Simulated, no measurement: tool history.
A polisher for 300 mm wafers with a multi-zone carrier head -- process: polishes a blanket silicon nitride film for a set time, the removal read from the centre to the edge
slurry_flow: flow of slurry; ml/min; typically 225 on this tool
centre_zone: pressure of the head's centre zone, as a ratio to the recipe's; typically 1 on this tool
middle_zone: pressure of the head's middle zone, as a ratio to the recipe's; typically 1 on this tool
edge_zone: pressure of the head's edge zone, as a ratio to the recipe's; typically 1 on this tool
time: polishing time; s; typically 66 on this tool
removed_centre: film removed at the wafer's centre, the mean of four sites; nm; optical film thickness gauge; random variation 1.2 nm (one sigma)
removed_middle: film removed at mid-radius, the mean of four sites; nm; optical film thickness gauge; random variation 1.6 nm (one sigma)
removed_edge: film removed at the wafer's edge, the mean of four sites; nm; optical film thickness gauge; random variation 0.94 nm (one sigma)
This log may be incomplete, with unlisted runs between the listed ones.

run   hour  slurry_flow  centre_zone  middle_zone  edge_zone  time  wafers since the last listed run  wafers polished on this pad  hours since the slurry nozzle was cleaned  hours since the centre zone pressure was calibrated  hours since the edge zone pressure was calibrated  hours since the carrier head's membrane was replaced  incoming thickness of the incoming film, nm  removed_centre  removed_middle  removed_edge
  1      0          225         1.02            1          1    66                                 0                          100                                      318.1                                                309.1                                              643.9                                                  1575                                        547.3           108.8             112         114.1
  2   11.3          225            1            1          1    66                               122                          222                                      329.4                                                320.4                                              655.2                                                1586.3                                        533.8           103.3           108.9         116.3
  3   21.2          225            1            1          1    66                               106                          329                                      339.3                                                330.3                                              665.1                                                1596.2                                          545           104.6           112.3         114.1
  4   39.2          225         1.09            1          1    66                               194                          524                                      357.3                                                348.3                                              683.1                                                1614.2                                        547.2           112.8           113.3         115.5
  5   51.2          225         1.09            1          1    66                               129                          653                                      369.3                                                360.3                                              695.1                                                1626.2                                        537.5           112.1           110.5         115.3
  6   58.4          225         1.09            1          1    66                                77                          731                                      376.5                                                367.5                                              702.3                                                1633.4                                          536           111.6           113.1         116.8
      71.1  -- worn pad replaced by a new one
  7   71.6          265            1            1       0.96    66                                99                            5                                      389.7                                                380.7                                              715.5                                                1646.6                                        541.9           102.9           112.2         113.9
  8   91.8          265            1            1       0.96    66                               218                          223                                      409.9                                                400.9                                              735.7                                                1666.8                                        536.7           103.4           114.5         114.2
  9    100          265            1            1       0.96    66                                88                          311                                      418.1                                                409.1                                              743.9                                                  1675                                        541.4           101.4             112         114.2
 10  109.7          225            1            1          1    66                               104                          416                                      427.8                                                418.8                                              753.6                                                1684.7                                        533.2            98.7           110.4         115.4
 11  126.6          225            1         0.89       0.94    66                               182                          599                                      444.7                                                435.7                                              770.5                                                1701.6                                        535.3            96.1           101.8         112.1
     134.7  -- centre zone pressure recalibrated
     136.4  -- worn pad replaced by a new one
 12  143.2          225         0.97            1          1    66                               139                           73                                      461.3                                                  8.5                                              787.1                                                1718.2                                        541.8           109.1           110.5           113
     164.1  -- carrier head's membrane replaced by a new one
 13  164.6          160            1          0.9       1.09    88                               177                          250                                      482.7                                                 29.9                                              808.5                                                   0.5                                        540.7           139.1             129         152.6
     187.1  -- edge zone pressure recalibrated
     201.2  -- worn pad replaced by a new one
 14  207.7          255         1.12         0.94       1.09    66                               400                           70                                      525.8                                                   73                                               20.6                                                  43.6                                        541.1           128.2           109.2         120.7
 15  216.1          225            1         0.91          1    66                                90                          160                                      534.2                                                 81.4                                                 29                                                    52                                        534.5           111.7             103         115.7
     223.1  -- slurry nozzle cleaned
 16  237.8          145         1.07            1       0.95    88                               223                          384                                       14.7                                                103.1                                               50.7                                                  73.7                                        546.3           147.1           139.3         139.9
 17  266.7          225            1            1          1    89                               312                          696                                       43.6                                                  132                                               79.6                                                 102.6                                          543           149.1           147.9         156.1
     279.2  -- worn pad replaced by a new one
 18  279.7          270            1            1       1.11    77                                97                            5                                       56.6                                                  145                                               92.6                                                 115.6                                        541.2           133.8           130.2         142.9
 19  295.1          225         0.97            1          1    66                               166                          172                                         72                                                160.4                                                108                                                   131                                        538.7             105           109.2           115
 20  304.8          225            1            1          1    66                               104                          276                                       81.7                                                170.1                                              117.7                                                 140.7                                        535.3             109           112.6         114.7
 21  317.2          200         0.93          0.9          1    60                               133                          410                                       94.1                                                182.5                                              130.1                                                 153.1                                        539.8              90            93.5         103.3
 22  332.5          225            1            1          1    66                               165                          576                                      109.4                                                197.8                                              145.4                                                 168.4                                        541.8           109.3           109.6         115.4

Branching from run 22: 4 alternative next runs. What would each branch give?
  A  332.9          225            1            1       0.96    66                                 4                          580                                      109.8                                                198.2                                              145.8                                                 168.8                                        539.6               ?               ?             ?
  B  332.9          250            1            1       1.11    82                                 4                          580                                      109.8                                                198.2                                              145.8                                                 168.8                                        539.6               ?               ?             ?
  C  332.9          260         1.05            1          1    66                                 4                          580                                      109.8                                                198.2                                              145.8                                                 168.8                                        539.6               ?               ?             ?
  D  332.9          225         0.95         0.88        1.1    66                                 4                          580                                      109.8                                                198.2                                              145.8                                                 168.8                                        539.6               ?               ?             ?

run  removed_centre  removed_middle  removed_edge
  A           110.2           111.7         111.1
  B           139.1           140.7         149.7
  C           118.2           113.8         114.9
  D           104.5           101.9         118.8
What these runs would have given with no unlogged condition in the tool:
run  removed_centre  removed_middle  removed_edge
  A           115.1           111.7         111.1
  B           145.3           140.7         149.7
  C           123.5           113.8         114.9
  D           109.2           101.9         118.8

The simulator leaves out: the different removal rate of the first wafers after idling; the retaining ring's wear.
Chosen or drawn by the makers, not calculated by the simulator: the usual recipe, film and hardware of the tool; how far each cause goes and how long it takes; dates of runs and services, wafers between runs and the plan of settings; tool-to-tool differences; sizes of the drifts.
